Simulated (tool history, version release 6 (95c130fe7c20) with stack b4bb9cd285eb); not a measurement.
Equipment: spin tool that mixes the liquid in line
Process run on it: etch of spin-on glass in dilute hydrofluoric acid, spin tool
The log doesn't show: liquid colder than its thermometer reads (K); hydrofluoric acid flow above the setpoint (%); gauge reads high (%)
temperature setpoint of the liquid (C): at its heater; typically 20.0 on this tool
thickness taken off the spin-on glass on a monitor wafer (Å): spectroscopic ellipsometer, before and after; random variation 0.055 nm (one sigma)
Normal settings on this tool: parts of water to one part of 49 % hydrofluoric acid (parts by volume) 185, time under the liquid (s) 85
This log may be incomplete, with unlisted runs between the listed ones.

| run | hour | temperature setpoint of the liquid (C) | parts of water to one part of 49 % hydrofluoric acid (parts by volume) | time under the liquid (s) | wafers since the last listed run | hours since the thermometer was replaced | hours since the hydrofluoric acid flow meter was replaced | hours since the gauge calibration | read-back film thickness of the spin-on glass reference wafer, read on the same gauge (nm) | thickness taken off the spin-on glass on a monitor wafer (Å) |
|---|---|---|---|---|---|---|---|---|---|---|
| 1 | 0.0 | 20.0 | 185 | 85 | 0 | 1596.1 | 1045.8 | 222.0 | 60.05 | 63.4 |
| 2 | 13.4 | 20.0 | 185 | 85 | 100 | 1609.5 | 1059.2 | 235.4 | 59.99 | 63.2 |
| 3 | 52.9 | 20.0 | 185 | 85 | 295 | 1649.0 | 1098.7 | 274.9 | 59.94 | 62.4 |
| 4 | 70.5 | 20.0 | 185 | 85 | 131 | 1666.6 | 1116.3 | 292.5 | 59.98 | 63.1 |
| 5 | 85.8 | 20.0 | 185 | 85 | 114 | 1681.9 | 1131.6 | 307.8 | 60.06 | 63.0 |
| 6 | 95.5 | 20.0 | 185 | 85 | 72 | 1691.6 | 1141.3 | 317.5 | 60.00 | 62.7 |
| 7 | 111.8 | 20.0 | 185 | 85 | 121 | 1707.9 | 1157.6 | 333.8 | 60.00 | 62.9 |
| 8 | 123.8 | 20.0 | 185 | 85 | 89 | 1719.9 | 1169.6 | 345.8 | 59.98 | 63.2 |
| 9 | 130.9 | 20.0 | 185 | 85 | 53 | 1727.0 | 1176.7 | 352.9 | 60.00 | 61.8 |
| 10 | 137.6 | 20.0 | 185 | 85 | 50 | 1733.7 | 1183.4 | 359.6 | 60.00 | 62.7 |
| 11 | 155.5 | 20.0 | 185 | 85 | 133 | 1751.6 | 1201.3 | 377.5 | 60.06 | 62.3 |
| 12 | 165.9 | 20.0 | 185 | 85 | 77 | 1762.0 | 1211.7 | 387.9 | 60.00 | 62.4 |
| 13 | 179.3 | 20.0 | 185 | 85 | 100 | 1775.4 | 1225.1 | 401.3 | 59.97 | 61.7 |
| 14 | 192.0 | 20.0 | 185 | 85 | 94 | 1788.1 | 1237.8 | 414.0 | 60.06 | 62.9 |
| 15 | 201.0 | 20.0 | 185 | 85 | 67 | 1797.1 | 1246.8 | 423.0 | 60.01 | 62.6 |
|  | 211.0 | thermometer replaced |
| 16 | 216.4 | 20.0 | 185 | 85 | 107 | 5.4 | 1262.2 | 438.4 | 60.02 | 69.8 |
| 17 | 229.0 | 22.0 | 145 | 125 | 94 | 18.0 | 1274.8 | 451.0 | 60.00 | 144.6 |
|  | 240.2 | gauge calibrated |
| 18 | 242.5 | 20.0 | 185 | 85 | 100 | 31.5 | 1288.3 | 2.3 | 59.95 | 69.3 |
|  | 248.8 | hydrofluoric acid flow meter replaced |
| 19 | 254.1 | 20.0 | 245 | 50 | 79 | 43.1 | 5.3 | 13.9 | 59.97 | 29.5 |
| 20 | 291.0 | 17.0 | 275 | 35 | 275 | 80.0 | 42.2 | 50.8 | 59.99 | 15.7 |
| 21 | 300.4 | 24.0 | 185 | 85 | 70 | 89.4 | 51.6 | 60.2 | 60.05 | 80.8 |
| 22 | 316.0 | 17.5 | 160 | 85 | 116 | 105.0 | 67.2 | 75.8 | 59.97 | 73.5 |
| 23 | 326.0 | 20.0 | 185 | 85 | 74 | 115.0 | 77.2 | 85.8 | 59.99 | 69.6 |
| 24 | 337.4 | 21.5 | 160 | 100 | 85 | 126.4 | 88.6 | 97.2 | 60.00 | 102.7 |
| 25 | 346.2 | 17.0 | 130 | 65 | 65 | 135.2 | 97.4 | 106.0 | 59.97 | 69.7 |
| 26 | 362.3 | 21.5 | 240 | 110 | 120 | 151.3 | 113.5 | 122.1 | 60.01 | 68.3 |
| 27 | 373.3 | 22.0 | 185 | 60 | 82 | 162.3 | 124.5 | 133.1 | 59.97 | 51.8 |
| 28 | 384.6 | 17.0 | 160 | 135 | 84 | 173.6 | 135.8 | 144.4 | 60.03 | 114.3 |
| 29 | 390.8 | 17.0 | 215 | 45 | 46 | 179.8 | 142.0 | 150.6 | 60.01 | 27.1 |
| 30 | 407.9 | 20.0 | 185 | 65 | 127 | 196.9 | 159.1 | 167.7 | 60.02 | 52.6 |
| 31 | 416.4 | 20.0 | 185 | 85 | 63 | 205.4 | 167.6 | 176.2 | 59.99 | 67.8 |
| 32 | 426.9 | 20.0 | 150 | 70 | 78 | 215.9 | 178.1 | 186.7 | 60.01 | 72.2 |

Here are 5 independent what-if runs from the current tool condition. What would each one return?
| A | 427.3 | 20.0 | 185 | 85 | 2 | 216.3 | 178.5 | 187.1 | ? | ? |
| B | 427.3 | 20.0 | 240 | 45 | 2 | 216.3 | 178.5 | 187.1 | ? | ? |
| C | 427.3 | 20.0 | 185 | 40 | 2 | 216.3 | 178.5 | 187.1 | ? | ? |
| D | 427.3 | 22.5 | 185 | 85 | 2 | 216.3 | 178.5 | 187.1 | ? | ? |
| E | 427.3 | 17.0 | 215 | 110 | 2 | 216.3 | 178.5 | 187.1 | ? | ? |

| run | read-back film thickness of the spin-on glass reference wafer, read on the same gauge (nm) | thickness taken off the spin-on glass on a monitor wafer (Å) |
|---|---|---|
| A | 59.95 | 68.6 |
| B | 59.95 | 26.6 |
| C | 59.95 | 32.3 |
| D | 59.95 | 75.6 |
| E | 59.95 | 66.0 |
Take away the tool's hidden state, keep each run's random variation, and the runs would have read:
| run | thickness taken off the spin-on glass on a monitor wafer (Å) |
|---|---|
| A | 70.5 |
| B | 27.3 |
| C | 33.2 |
| D | 77.6 |
| E | 67.8 |
